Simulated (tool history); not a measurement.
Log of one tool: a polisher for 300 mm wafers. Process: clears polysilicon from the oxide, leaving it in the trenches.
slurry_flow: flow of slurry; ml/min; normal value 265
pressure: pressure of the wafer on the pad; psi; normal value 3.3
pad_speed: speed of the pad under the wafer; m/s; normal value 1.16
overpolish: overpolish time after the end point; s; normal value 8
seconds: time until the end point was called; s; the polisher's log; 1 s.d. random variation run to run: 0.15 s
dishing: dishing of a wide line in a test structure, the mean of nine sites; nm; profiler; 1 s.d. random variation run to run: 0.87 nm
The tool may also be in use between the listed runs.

run	day	slurry_flow	pressure	pad_speed	overpolish	wafers since the last listed run	wafers polished on this pad	hours since the slurry nozzle was cleaned	hours since the head pressure was calibrated	incoming thickness of the incoming film, nm	seconds	dishing
1	0.000	340	3.3	1.16	8	0	3490	327.4	69.6	389.9	16.9	43.5
2	2.775	265	3.3	1.16	8	508	3998	394.0	136.2	390.6	16.9	43.0
3	4.404	265	3.3	1.16	8	298	4296	433.1	175.3	385.3	16.8	43.3
# day 7.717: worn pad replaced by a new one
4	7.779	265	3.3	1.16	8	587	11	514.1	256.3	388.5	16.9	42.9
5	10.088	265	3.3	1.16	8	422	433	569.5	311.7	387.8	16.7	42.0
6	13.079	265	4.0	1.16	8	547	981	641.3	383.5	388.0	13.9	42.7
# day 14.171: slurry nozzle cleaned
7	16.175	265	4.0	1.16	8	559	1540	48.1	457.8	395.2	14.3	43.8
8	20.012	265	4.0	1.16	8	702	2243	140.2	549.9	394.5	14.3	43.2
9	24.162	265	4.1	1.16	8	759	3002	239.8	649.5	392.8	13.8	44.1
10	27.417	265	4.1	1.16	8	595	3598	317.9	727.6	388.0	13.5	42.6
11	30.008	265	4.1	1.16	8	474	4073	380.1	789.8	387.5	13.6	43.3
12	32.179	265	3.3	0.94	8	397	4470	432.2	841.9	390.9	20.9	40.4
13	35.442	265	3.3	1.48	8	597	5067	510.5	920.2	397.4	13.7	43.1
14	37.146	215	2.1	1.16	8	311	5379	551.4	961.1	389.1	27.2	39.1
# day 38.738: worn pad replaced by a new one
15	40.829	265	3.3	0.84	8	643	382	639.8	1049.5	392.7	22.8	41.6
16	42.700	265	3.9	1.16	6	342	725	684.7	1094.4	389.1	14.3	43.3
# day 46.238: slurry nozzle cleaned
17	46.825	265	2.3	1.16	8	747	1472	14.1	1193.4	390.0	24.4	40.9
18	49.062	265	3.3	1.30	3	409	1882	67.8	1247.1	394.6	15.3	35.4
19	53.112	265	3.3	1.16	8	741	2623	165.0	1344.3	390.4	17.3	42.1
# day 58.483: head pressure recalibrated
20	65.750	335	3.3	1.16	8	2298	4922	468.3	174.4	389.7	16.6	42.1
21	67.283	265	3.3	1.16	8	280	5202	505.1	211.2	392.9	17.4	42.1
22	69.208	265	3.3	1.16	6	352	5555	551.3	257.4	385.4	16.8	41.4
# day 71.338: worn pad replaced by a new one
23	71.358	265	3.3	1.16	8	363	3	602.9	309.0	389.2	17.0	43.0
# day 72.200: slurry nozzle cleaned
24	72.742	175	3.9	1.02	4	245	249	13.0	342.2	393.1	17.1	36.9
25	76.500	290	3.3	1.16	8	688	937	103.2	432.4	393.0	16.9	42.8
26	80.979	320	3.3	1.50	8	820	1757	210.7	539.9	384.2	12.8	44.1
27	93.312	265	3.3	1.16	8	2257	4015	506.7	835.9	388.7	16.9	43.7
28	95.779	240	2.7	1.16	4	451	4467	565.9	895.1	383.8	20.7	35.6
29	97.417	315	3.3	1.16	9	299	4766	605.2	934.4	392.1	16.9	44.0
# day 98.225: worn pad replaced by a new one
30	100.021	355	3.7	1.48	10	446	328	667.7	996.9	392.9	11.9	44.7
31	102.283	265	4.5	1.16	8	414	742	722.0	1051.2	387.8	12.6	45.3
# day 102.529: slurry nozzle cleaned
32	105.929	310	2.1	0.92	6	659	1402	81.6	1138.7	384.0	32.7	33.8
33	108.408	315	3.3	0.94	8	453	1856	141.1	1198.2	390.1	20.6	41.7

Across each entry between runs, compare the hidden state at the last listed run before it with the hidden state at the first listed run after it:
Run 3 -> run 4: worn pad replaced by a new one (day 7.717)
  no hidden state differs between the two runs
Run 6 -> run 7: slurry nozzle cleaned (day 14.171)
  no hidden state differs between the two runs
Run 14 -> run 15: worn pad replaced by a new one (day 38.738)
  no hidden state differs between the two runs
Run 16 -> run 17: slurry nozzle cleaned (day 46.238)
  no hidden state differs between the two runs
Run 19 -> run 20: head pressure recalibrated (day 58.483)
  no hidden state differs between the two runs
Run 22 -> run 23: worn pad replaced by a new one (day 71.338)
  no hidden state differs between the two runs
Run 23 -> run 24: slurry nozzle cleaned (day 72.200)
  no hidden state differs between the two runs
Run 29 -> run 30: worn pad replaced by a new one (day 98.225)
  no hidden state differs between the two runs
Run 31 -> run 32: slurry nozzle cleaned (day 102.529)
  no hidden state differs between the two runs

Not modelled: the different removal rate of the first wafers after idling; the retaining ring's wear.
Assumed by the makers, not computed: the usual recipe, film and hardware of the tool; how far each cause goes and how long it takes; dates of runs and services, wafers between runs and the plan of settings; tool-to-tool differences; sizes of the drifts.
